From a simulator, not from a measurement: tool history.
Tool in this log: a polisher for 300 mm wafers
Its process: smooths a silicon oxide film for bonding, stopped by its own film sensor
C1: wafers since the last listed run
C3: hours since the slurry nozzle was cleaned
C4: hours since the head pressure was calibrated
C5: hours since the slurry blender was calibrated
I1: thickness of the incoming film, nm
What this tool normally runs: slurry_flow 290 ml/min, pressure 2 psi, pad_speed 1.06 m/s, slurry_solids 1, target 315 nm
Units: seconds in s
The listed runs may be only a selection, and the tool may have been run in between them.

Run 1, hour 0: usual settings but slurry_solids 0.8; C1 0; wafers polished on this pad 728; C3 162.5; C4 322.8; C5 73.9; I1 389.4. Result: seconds 104 s.
Run 2, hour 7.1: usual settings; C1 54; wafers polished on this pad 783; C3 169.6; C4 329.9; C5 81; I1 384.6. Result: seconds 91.8 s.
Run 3, hour 15.4: usual settings; C1 64; wafers polished on this pad 847; C3 177.9; C4 338.2; C5 89.3; I1 385.7. Result: seconds 91.7 s.
Run 4, hour 44.3: usual settings; C1 223; wafers polished on this pad 1071; C3 206.8; C4 367.1; C5 118.2; I1 384.7. Result: seconds 91.2 s.
Run 5, hour 50.7: usual settings; C1 49; wafers polished on this pad 1120; C3 213.2; C4 373.5; C5 124.6; I1 391.9. Result: seconds 101.9 s.
Run 6, hour 64.8: usual settings; C1 108; wafers polished on this pad 1229; C3 227.3; C4 387.6; C5 138.7; I1 390. Result: seconds 98.4 s.
Run 7, hour 74.7: usual settings; C1 76; wafers polished on this pad 1306; C3 237.2; C4 397.5; C5 148.6; I1 387.5. Result: seconds 93.8 s.
Run 8, hour 90.1: usual settings; C1 119; wafers polished on this pad 1425; C3 252.6; C4 412.9; C5 164; I1 394.6. Result: seconds 102 s.
Run 9, hour 100.2: usual settings; C1 78; wafers polished on this pad 1503; C3 262.7; C4 423; C5 174.1; I1 389.4. Result: seconds 100 s.
At hour 105.2: worn pad replaced by a new one.
Run 10, hour 108.2: usual settings; C1 30; wafers polished on this pad 22; C3 270.7; C4 431; C5 182.1; I1 383.9. Result: seconds 90.9 s.
Run 11, hour 120.2: usual settings but target 322 nm; C1 92; wafers polished on this pad 115; C3 282.7; C4 443; C5 194.1; I1 387. Result: seconds 85.5 s.
Run 12, hour 137.7: usual settings but pad_speed 1.26 m/s; C1 135; wafers polished on this pad 250; C3 300.2; C4 460.5; C5 211.6; I1 389.8. Result: seconds 90.7 s.
Run 13, hour 150.5: usual settings; C1 98; wafers polished on this pad 349; C3 313; C4 473.3; C5 224.4; I1 389.6. Result: seconds 101.1 s.
Run 14, hour 167.4: usual settings; C1 130; wafers polished on this pad 480; C3 329.9; C4 490.2; C5 241.3; I1 395.1. Result: seconds 108.6 s.
Run 15, hour 184.6: usual settings but pad_speed 0.84 m/s, target 329 nm; C1 132; wafers polished on this pad 613; C3 347.1; C4 507.4; C5 258.5; I1 389.8. Result: seconds 92.8 s.
Run 16, hour 191.3: usual settings but slurry_flow 345 ml/min, pad_speed 1.22 m/s; C1 51; wafers polished on this pad 665; C3 353.8; C4 514.1; C5 265.2; I1 393.4. Result: seconds 99.8 s.
Run 17, hour 202: usual settings but slurry_flow 225 ml/min, pressure 1.5 psi, pad_speed 0.88 m/s; C1 82; wafers polished on this pad 747; C3 364.5; C4 524.8; C5 275.9; I1 383.5. Result: seconds 141.1 s.
Run 18, hour 218.7: usual settings; C1 129; wafers polished on this pad 877; C3 381.2; C4 541.5; C5 292.6; I1 387. Result: seconds 97.6 s.
Run 19, hour 234.4: usual settings; C1 121; wafers polished on this pad 998; C3 396.9; C4 557.2; C5 308.3; I1 389. Result: seconds 97.9 s.
Run 20, hour 243: usual settings but pressure 1.6 psi, slurry_solids 1.1; C1 66; wafers polished on this pad 1064; C3 405.5; C4 565.8; C5 316.9; I1 386.8. Result: seconds 117.6 s.
At hour 256.1: slurry nozzle cleaned.
Run 21, hour 258.7: usual settings but pressure 2.3 psi, pad_speed 1.34 m/s, target 331 nm; C1 113; wafers polished on this pad 1178; C3 2.6; C4 581.5; C5 332.6; I1 393.9. Result: seconds 69.4 s.
At hour 262.3: head pressure recalibrated.
Run 22, hour 268.1: usual settings; C1 57; wafers polished on this pad 1235; C3 12; C4 5.8; C5 342; I1 393.5. Result: seconds 98.9 s.
At hour 270.9: slurry blender recalibrated.
At hour 273.4: worn pad replaced by a new one.
Run 23, hour 276.9: usual settings but pressure 1.5 psi, pad_speed 1.3 m/s, slurry_solids 0.9, target 336 nm; C1 33; wafers polished on this pad 26; C3 20.8; C4 14.6; C5 6; I1 381.4. Result: seconds 75.3 s.
Run 24, hour 288.9: usual settings; C1 92; wafers polished on this pad 119; C3 32.8; C4 26.6; C5 18; I1 390.1. Result: seconds 97.1 s.
Run 25, hour 295.4: usual settings; C1 50; wafers polished on this pad 169; C3 39.3; C4 33.1; C5 24.5; I1 393.3. Result: seconds 99.8 s.
Run 26, hour 301.5: usual settings but slurry_flow 265 ml/min, pressure 2.4 psi, pad_speed 1.18 m/s, target 297 nm; C1 47; wafers polished on this pad 217; C3 45.4; C4 39.2; C5 30.6; I1 392.1. Result: seconds 96.4 s.
Run 27, hour 316.3: usual settings; C1 114; wafers polished on this pad 331; C3 60.2; C4 54; C5 45.4; I1 385. Result: seconds 89.3 s.
Run 28, hour 331.1: usual settings but slurry_flow 335 ml/min, pad_speed 0.9 m/s; C1 114; wafers polished on this pad 445; C3 75; C4 68.8; C5 60.2; I1 388.9. Result: seconds 102.8 s.
Run 29, hour 348: usual settings but slurry_flow 195 ml/min, pressure 1.4 psi, target 308 nm; C1 130; wafers polished on this pad 576; C3 91.9; C4 85.7; C5 77.1; I1 387.2. Result: seconds 148.6 s.
Run 30, hour 360: usual settings but pressure 1.3 psi; C1 92; wafers polished on this pad 669; C3 103.9; C4 97.7; C5 89.1; I1 397.2. Result: seconds 160.4 s.

What if the next run were any one of these 4? Each begins from the tool's condition after run 30:
Run A, hour 360.5: usual settings; C1 3; wafers polished on this pad 673; C3 104.4; C4 98.2; C5 89.6; I1 389.3. Result: seconds ?.
Run B, hour 360.5: usual settings but pad_speed 0.92 m/s; C1 3; wafers polished on this pad 673; C3 104.4; C4 98.2; C5 89.6; I1 389.3. Result: seconds ?.
Run C, hour 360.5: usual settings but pressure 1.4 psi, pad_speed 0.96 m/s; C1 3; wafers polished on this pad 673; C3 104.4; C4 98.2; C5 89.6; I1 389.3. Result: seconds ?.
Run D, hour 360.5: usual settings but pad_speed 0.72 m/s, slurry_solids 1.15; C1 3; wafers polished on this pad 673; C3 104.4; C4 98.2; C5 89.6; I1 389.3. Result: seconds ?.

run  seconds
  A     94.5
  B    101.2
  C    141.7
  D      107
Take away the tool's hidden state, keep each run's random variation, and the runs would have read:
run  seconds
  A     93.3
  B     99.9
  C    139.8
  D    105.6

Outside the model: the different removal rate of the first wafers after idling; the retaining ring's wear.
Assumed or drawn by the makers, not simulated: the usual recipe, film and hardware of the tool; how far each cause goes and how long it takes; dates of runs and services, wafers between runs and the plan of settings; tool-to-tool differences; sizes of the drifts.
